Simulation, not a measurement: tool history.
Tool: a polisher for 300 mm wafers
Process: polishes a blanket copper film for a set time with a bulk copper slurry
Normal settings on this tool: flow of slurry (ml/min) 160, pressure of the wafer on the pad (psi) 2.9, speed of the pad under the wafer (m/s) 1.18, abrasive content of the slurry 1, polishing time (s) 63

run,hour,flow of slurry (ml/min),pressure of the wafer on the pad (psi),speed of the pad under the wafer (m/s),abrasive content of the slurry,polishing time (s),"incoming thickness of the incoming film, nm",film removed (Å)
1,0,160,2.1,1.18,0.8,63,3816.9,4993
2,33.9,160,2.9,1.18,1,63,3921.8,6943
3,55.3,160,2.3,1.18,1,63,3864.1,5533
4,67.9,160,2.9,1.18,1,63,3804.8,6915
5,83.8,160,2.9,1.18,1,63,3903.4,6903
# hour 89.7: slurry nozzle cleaned
6,105.7,160,2.9,1.18,1,63,3872.4,6796
7,133,160,2.3,1.18,1,77,3842.3,6624
8,157.8,160,2.3,1.18,1,77,3832.4,6606
# hour 162: worn pad replaced by a new one
9,234.5,160,2.3,1.18,1,77,3912.6,6720
10,260.2,160,2.9,1.18,1,63,3909.1,6822
# hour 265.8: slurry blender recalibrated
11,290.4,160,2.9,1.18,1,63,3903.2,6892
# hour 316.1: slurry nozzle cleaned
# hour 316.4: head pressure recalibrated
12,323.8,160,2.9,1.18,1,63,3882.4,6762
# hour 330.6: worn pad replaced by a new one
13,357.4,110,3.3,1.18,1,70,3844.2,8670
14,378,180,3.6,1.18,0.75,76,3842.4,10021
15,410,160,2.1,1.6,1.3,48,3841.8,5166
16,434.3,160,2.3,1.18,1,77,3923.8,6636
17,447,195,2.9,0.76,1,84,3921.2,6833
18,474.5,160,2.9,1.18,1,63,3859.4,6828
19,493.6,120,2.9,1.58,0.8,78,3924.3,9794
# hour 518.7: worn pad replaced by a new one
20,522.4,190,2.9,1.18,1,42,3827.5,4981
21,547.8,200,3.6,1.18,1,63,3864.2,9206
# hour 549.9: slurry blender recalibrated
# hour 554: slurry nozzle cleaned
22,588.5,160,2.9,1.18,1,63,3854.4,6992
23,609.4,160,3.6,1.18,1,63,3862.6,8714
24,642.8,195,2.9,1.46,0.75,63,3840.3,7867
25,657.8,160,2.9,1.18,1,63,3920.4,6851
# hour 683.9: worn pad replaced by a new one
26,685.4,190,2.2,0.98,1,41,3920,3247
27,699.6,185,2.9,1.06,0.8,57,3931.5,5815
28,715.2,180,3.6,1.18,0.75,76,3924.5,10181
# hour 804.7: slurry nozzle cleaned
29,808.8,160,2.9,1.02,1,81,3836.1,7884

Here are 5 independent what-if runs from the current tool condition. What would each one return?
A,809.2,160,2.9,1.18,1,63,3893.5,?
B,809.2,110,3.8,0.98,1,63,3893.5,?
C,809.2,130,2.9,1,1.1,63,3893.5,?
D,809.2,140,3.8,0.76,1,45,3893.5,?
E,809.2,115,3.8,1.18,0.75,43,3893.5,?

run,film removed (Å)
A,6814
B,7402
C,5984
D,4551
E,5495
Had the tool no hidden state, the same runs would have come out as:
run,film removed (Å)
A,7467
B,8111
C,6558
D,4987
E,6021
